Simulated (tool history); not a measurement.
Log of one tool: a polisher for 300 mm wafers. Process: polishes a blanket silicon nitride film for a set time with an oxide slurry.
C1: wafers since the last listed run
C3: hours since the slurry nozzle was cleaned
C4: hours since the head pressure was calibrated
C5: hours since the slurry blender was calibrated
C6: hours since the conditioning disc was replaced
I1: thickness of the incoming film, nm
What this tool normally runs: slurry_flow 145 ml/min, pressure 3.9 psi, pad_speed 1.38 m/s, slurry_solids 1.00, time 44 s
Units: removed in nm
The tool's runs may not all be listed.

{"run": 1, "hour": 0.0, "slurry_flow": 145, "pressure": 3.9, "pad_speed": 1.38, "slurry_solids": 1.0, "time": 44, "C1": 0, "wafers polished on this pad": 1415, "C3": 392.7, "C4": 487.7, "C5": 35.3, "C6": 335.8, "I1": 515.7, "removed": 44.8}
{"hour": 3.5, "done": "conditioning disc replaced and pad reconditioned"}
{"run": 2, "hour": 46.4, "slurry_flow": 145, "pressure": 3.9, "pad_speed": 1.38, "slurry_solids": 1.0, "time": 44, "C1": 587, "wafers polished on this pad": 2002, "C3": 439.1, "C4": 534.1, "C5": 81.7, "C6": 42.9, "I1": 508.6, "removed": 44.3}
{"run": 3, "hour": 136.5, "slurry_flow": 145, "pressure": 3.9, "pad_speed": 1.38, "slurry_solids": 1.0, "time": 44, "C1": 1191, "wafers polished on this pad": 3193, "C3": 529.2, "C4": 624.2, "C5": 171.8, "C6": 133.0, "I1": 514.1, "removed": 44.6}
{"hour": 145.4, "done": "slurry nozzle cleaned"}
{"run": 4, "hour": 200.8, "slurry_flow": 145, "pressure": 3.9, "pad_speed": 1.38, "slurry_solids": 1.0, "time": 50, "C1": 836, "wafers polished on this pad": 4030, "C3": 55.4, "C4": 688.5, "C5": 236.1, "C6": 197.3, "I1": 512.1, "removed": 53.0}
{"run": 5, "hour": 241.2, "slurry_flow": 145, "pressure": 3.9, "pad_speed": 1.38, "slurry_solids": 1.0, "time": 50, "C1": 534, "wafers polished on this pad": 4565, "C3": 95.8, "C4": 728.9, "C5": 276.5, "C6": 237.7, "I1": 510.7, "removed": 52.9}
{"hour": 281.5, "done": "worn pad replaced by a new one"}
{"run": 6, "hour": 292.5, "slurry_flow": 145, "pressure": 3.9, "pad_speed": 1.38, "slurry_solids": 1.0, "time": 50, "C1": 625, "wafers polished on this pad": 145, "C3": 147.1, "C4": 780.2, "C5": 327.8, "C6": 289.0, "I1": 503.9, "removed": 51.9}
{"hour": 351.3, "done": "slurry blender recalibrated"}
{"hour": 375.3, "done": "conditioning disc replaced and pad reconditioned"}
{"run": 7, "hour": 397.2, "slurry_flow": 145, "pressure": 3.9, "pad_speed": 1.38, "slurry_solids": 1.0, "time": 44, "C1": 1331, "wafers polished on this pad": 1477, "C3": 251.8, "C4": 884.9, "C5": 45.9, "C6": 21.9, "I1": 505.0, "removed": 46.6}
{"run": 8, "hour": 434.1, "slurry_flow": 145, "pressure": 3.9, "pad_speed": 1.38, "slurry_solids": 1.0, "time": 44, "C1": 487, "wafers polished on this pad": 1965, "C3": 288.7, "C4": 921.8, "C5": 82.8, "C6": 58.8, "I1": 499.0, "removed": 45.6}
{"run": 9, "hour": 515.4, "slurry_flow": 145, "pressure": 3.9, "pad_speed": 1.38, "slurry_solids": 1.0, "time": 44, "C1": 1074, "wafers polished on this pad": 3040, "C3": 370.0, "C4": 1003.1, "C5": 164.1, "C6": 140.1, "I1": 506.3, "removed": 45.4}
{"run": 10, "hour": 578.4, "slurry_flow": 145, "pressure": 3.9, "pad_speed": 1.38, "slurry_solids": 1.0, "time": 44, "C1": 832, "wafers polished on this pad": 3873, "C3": 433.0, "C4": 1066.1, "C5": 227.1, "C6": 203.1, "I1": 518.6, "removed": 45.5}
{"hour": 590.5, "done": "head pressure recalibrated"}
{"hour": 608.9, "done": "worn pad replaced by a new one"}
{"run": 11, "hour": 637.2, "slurry_flow": 145, "pressure": 3.9, "pad_speed": 1.38, "slurry_solids": 1.0, "time": 44, "C1": 698, "wafers polished on this pad": 373, "C3": 491.8, "C4": 46.7, "C5": 285.9, "C6": 261.9, "I1": 505.8, "removed": 44.7}
{"hour": 662.5, "done": "slurry nozzle cleaned"}
{"hour": 696.4, "done": "slurry blender recalibrated"}
{"run": 12, "hour": 715.7, "slurry_flow": 145, "pressure": 3.1, "pad_speed": 1.38, "slurry_solids": 1.0, "time": 44, "C1": 998, "wafers polished on this pad": 1371, "C3": 53.2, "C4": 125.2, "C5": 19.3, "C6": 340.4, "I1": 504.8, "removed": 34.0}
{"hour": 758.9, "done": "conditioning disc replaced and pad reconditioned"}
{"run": 13, "hour": 763.1, "slurry_flow": 145, "pressure": 3.9, "pad_speed": 1.38, "slurry_solids": 1.0, "time": 44, "C1": 600, "wafers polished on this pad": 1972, "C3": 100.6, "C4": 172.6, "C5": 66.7, "C6": 4.2, "I1": 511.9, "removed": 43.3}
{"run": 14, "hour": 841.4, "slurry_flow": 145, "pressure": 3.2, "pad_speed": 1.38, "slurry_solids": 1.0, "time": 29, "C1": 1035, "wafers polished on this pad": 3007, "C3": 178.9, "C4": 250.9, "C5": 145.0, "C6": 82.5, "I1": 504.7, "removed": 22.8}
{"hour": 934.3, "done": "slurry nozzle cleaned, repeated, since the last time left the tool worse"}
{"hour": 935.4, "done": "worn pad replaced by a new one"}
{"hour": 1021.3, "done": "slurry blender recalibrated"}
{"hour": 1092.2, "done": "conditioning disc replaced and pad reconditioned"}
{"run": 15, "hour": 1124.7, "slurry_flow": 145, "pressure": 3.9, "pad_speed": 1.38, "slurry_solids": 0.9, "time": 44, "C1": 3664, "wafers polished on this pad": 2449, "C3": 190.4, "C4": 534.2, "C5": 103.4, "C6": 32.5, "I1": 501.6, "removed": 43.5}
{"run": 16, "hour": 1182.3, "slurry_flow": 145, "pressure": 3.9, "pad_speed": 1.38, "slurry_solids": 1.0, "time": 44, "C1": 761, "wafers polished on this pad": 3211, "C3": 248.0, "C4": 591.8, "C5": 161.0, "C6": 90.1, "I1": 505.8, "removed": 45.9}
{"run": 17, "hour": 1223.5, "slurry_flow": 145, "pressure": 2.9, "pad_speed": 1.38, "slurry_solids": 1.0, "time": 44, "C1": 544, "wafers polished on this pad": 3756, "C3": 289.2, "C4": 633.0, "C5": 202.2, "C6": 131.3, "I1": 507.0, "removed": 33.7}
{"run": 18, "hour": 1274.0, "slurry_flow": 95, "pressure": 3.5, "pad_speed": 1.62, "slurry_solids": 1.0, "time": 51, "C1": 667, "wafers polished on this pad": 4423, "C3": 339.7, "C4": 683.5, "C5": 252.7, "C6": 181.8, "I1": 506.8, "removed": 48.7}
{"hour": 1310.5, "done": "worn pad replaced by a new one"}
{"run": 19, "hour": 1316.9, "slurry_flow": 145, "pressure": 4.4, "pad_speed": 1.04, "slurry_solids": 0.9, "time": 44, "C1": 514, "wafers polished on this pad": 84, "C3": 382.6, "C4": 726.4, "C5": 295.6, "C6": 224.7, "I1": 510.2, "removed": 41.3}
{"hour": 1374.5, "done": "slurry blender recalibrated"}
{"hour": 1390.8, "done": "slurry nozzle cleaned"}
{"run": 20, "hour": 1399.8, "slurry_flow": 145, "pressure": 3.9, "pad_speed": 1.38, "slurry_solids": 1.0, "time": 50, "C1": 1056, "wafers polished on this pad": 1141, "C3": 9.0, "C4": 809.3, "C5": 25.3, "C6": 307.6, "I1": 513.3, "removed": 52.2}
{"hour": 1429.3, "done": "conditioning disc replaced and pad reconditioned"}
{"run": 21, "hour": 1474.9, "slurry_flow": 185, "pressure": 3.9, "pad_speed": 1.38, "slurry_solids": 1.0, "time": 36, "C1": 966, "wafers polished on this pad": 2107, "C3": 84.1, "C4": 884.4, "C5": 100.4, "C6": 45.6, "I1": 508.3, "removed": 39.4}
{"run": 22, "hour": 1589.1, "slurry_flow": 145, "pressure": 3.9, "pad_speed": 1.62, "slurry_solids": 1.25, "time": 44, "C1": 1509, "wafers polished on this pad": 3617, "C3": 198.3, "C4": 998.6, "C5": 214.6, "C6": 159.8, "I1": 511.6, "removed": 56.1}
{"hour": 1619.3, "done": "head pressure recalibrated"}
{"hour": 1644.5, "done": "worn pad replaced by a new one"}
{"run": 23, "hour": 1662.2, "slurry_flow": 165, "pressure": 2.7, "pad_speed": 1.72, "slurry_solids": 0.7, "time": 44, "C1": 887, "wafers polished on this pad": 234, "C3": 271.4, "C4": 42.9, "C5": 287.7, "C6": 232.9, "I1": 502.8, "removed": 30.1}
{"hour": 1739.3, "done": "slurry blender recalibrated"}
{"run": 24, "hour": 1741.3, "slurry_flow": 145, "pressure": 4.3, "pad_speed": 1.38, "slurry_solids": 1.2, "time": 36, "C1": 1019, "wafers polished on this pad": 1253, "C3": 350.5, "C4": 122.0, "C5": 2.0, "C6": 312.0, "I1": 505.8, "removed": 43.9}

Measured minus without-hidden-state, run by run (identical run-to-run variation in each term; gauge scatter may differ):
Hidden state present: removal rate lost through wear of the pad, %; slurry flow missing at the pad, %; deviation of the head's pressure from its setpoint, %; abrasive missing from the slurry, %; time polished since the conditioner stopped cutting, s.
run=1 removed=-1.6
run=2 removed=-1.8
run=3 removed=-2.2
run=4 removed=-0.3
run=5 removed=-0.4
run=6 removed=-0.6
run=7 removed=-0.9
run=8 removed=-0.9
run=9 removed=-1.3
run=10 removed=-1.5
run=11 removed=-1.7
run=12 removed=-2.8
run=13 removed=-3.8
run=14 removed=-2.2
run=15 removed=-0.9
run=16 removed=-1.1
run=17 removed=-0.9
run=18 removed=-2.0
run=19 removed=-1.5
run=20 removed=-0.2
run=21 removed=-0.2
run=22 removed=-0.9
run=23 removed=-0.6
run=24 removed=-1.3
